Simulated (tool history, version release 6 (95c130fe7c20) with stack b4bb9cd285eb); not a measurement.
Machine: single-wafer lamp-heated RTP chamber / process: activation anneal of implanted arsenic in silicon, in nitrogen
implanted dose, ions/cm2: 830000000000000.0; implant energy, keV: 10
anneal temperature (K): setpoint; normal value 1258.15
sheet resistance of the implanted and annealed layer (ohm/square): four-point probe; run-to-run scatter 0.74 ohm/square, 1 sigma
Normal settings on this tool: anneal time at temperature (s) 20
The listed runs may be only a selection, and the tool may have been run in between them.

run    hour  anneal temperature (K)  anneal time at temperature (s)  wafers since the last listed run  wafers since the last pyrometer calibration  wafers since the reflector plate was cleaned  hours since the gauge calibration  read-back reference wafer on the same gauge, sheet resistance  sheet resistance of the implanted and annealed layer (ohm/square)
  1       0                 1258.15                              20                                 0                                         1077                                          6069                              838.8                                                         151.99                                                             162.17
         97  -- reflector plate cleaned
  2    97.5                 1258.15                              20                              1088                                         2165                                             6                              936.3                                                         152.05                                                             160.13
  3   141.6                 1258.15                              20                               536                                         2702                                           542                              980.4                                                         152.31                                                             161.39
  4     238                 1258.15                              24                              1172                                         3874                                          1715                             1076.8                                                          151.8                                                             157.25
  5     333                 1258.15                              24                              1155                                         5029                                          2870                             1171.8                                                         152.03                                                              157.8
        369  -- pyrometer window cleaned and pyrometer calibrated
  6   406.2                 1258.15                              24                               792                                          451                                          3663                               1245                                                         151.77                                                             159.26
  7   479.9                 1272.15                              20                               896                                         1348                                          4559                             1318.7                                                         152.08                                                             155.62
  8   569.4                 1272.15                              20                              1088                                         2436                                          5648                             1408.2                                                         152.02                                                             155.19
      664.6  -- reflector plate cleaned
  9   673.8                 1258.15                              20                              1172                                         3609                                           112                             1512.6                                                         151.96                                                             161.47
 10     755                 1258.15                              28                               987                                         4596                                          1099                             1593.8                                                          151.9                                                             154.22
      896.6  -- pyrometer window cleaned and pyrometer calibrated
        982  -- gauge calibrated
 11  1017.9                 1258.15                              24                              3100                                         1475                                          4199                               35.9                                                         152.06                                                             159.68
 12  1074.9                 1274.15                              24                               693                                         2169                                          4893                               92.9                                                         151.95                                                              149.8
 13  1177.6                 1258.15                              20                              1249                                         3418                                          6142                              195.6                                                         151.64                                                             162.62
     1222.7  -- reflector plate cleaned
 14  1267.8                 1286.15                              13                               999                                         4417                                           548                              285.8                                                         151.85                                                             153.94
     1346.3  -- pyrometer window cleaned and pyrometer calibrated
 15    1354                 1242.15                              29                               951                                           93                                          1500                                372                                                         151.75                                                             165.77
 16  1396.3                 1287.15                              14                               514                                          607                                          2014                              414.3                                                         152.08                                                             154.52
 17  1476.6                 1258.15                              31                               976                                         1584                                          2991                              494.6                                                          151.8                                                             155.06

3 ways to go on from here, each from the tool as it stands after run 17. What would each give?
  A  1477                 1246.15                              20                                 4                                         1589                                          2995                                495                                                              ?                                                                  ?
  B  1477                 1249.15                              20                                 4                                         1589                                          2995                                495                                                              ?                                                                  ?
  C  1477                 1283.15                              20                                 4                                         1589                                          2995                                495                                                              ?                                                                  ?

run  read-back reference wafer on the same gauge, sheet resistance  sheet resistance of the implanted and annealed layer (ohm/square)
  A                                                         152.21                                                             169.03
  B                                                         152.21                                                             167.48
  C                                                         152.21                                                             149.38
With the hidden condition removed and each run's random variation left untouched, the same runs would have given:
run  sheet resistance of the implanted and annealed layer (ohm/square)
  A                                                             169.89
  B                                                             168.34
  C                                                             150.24

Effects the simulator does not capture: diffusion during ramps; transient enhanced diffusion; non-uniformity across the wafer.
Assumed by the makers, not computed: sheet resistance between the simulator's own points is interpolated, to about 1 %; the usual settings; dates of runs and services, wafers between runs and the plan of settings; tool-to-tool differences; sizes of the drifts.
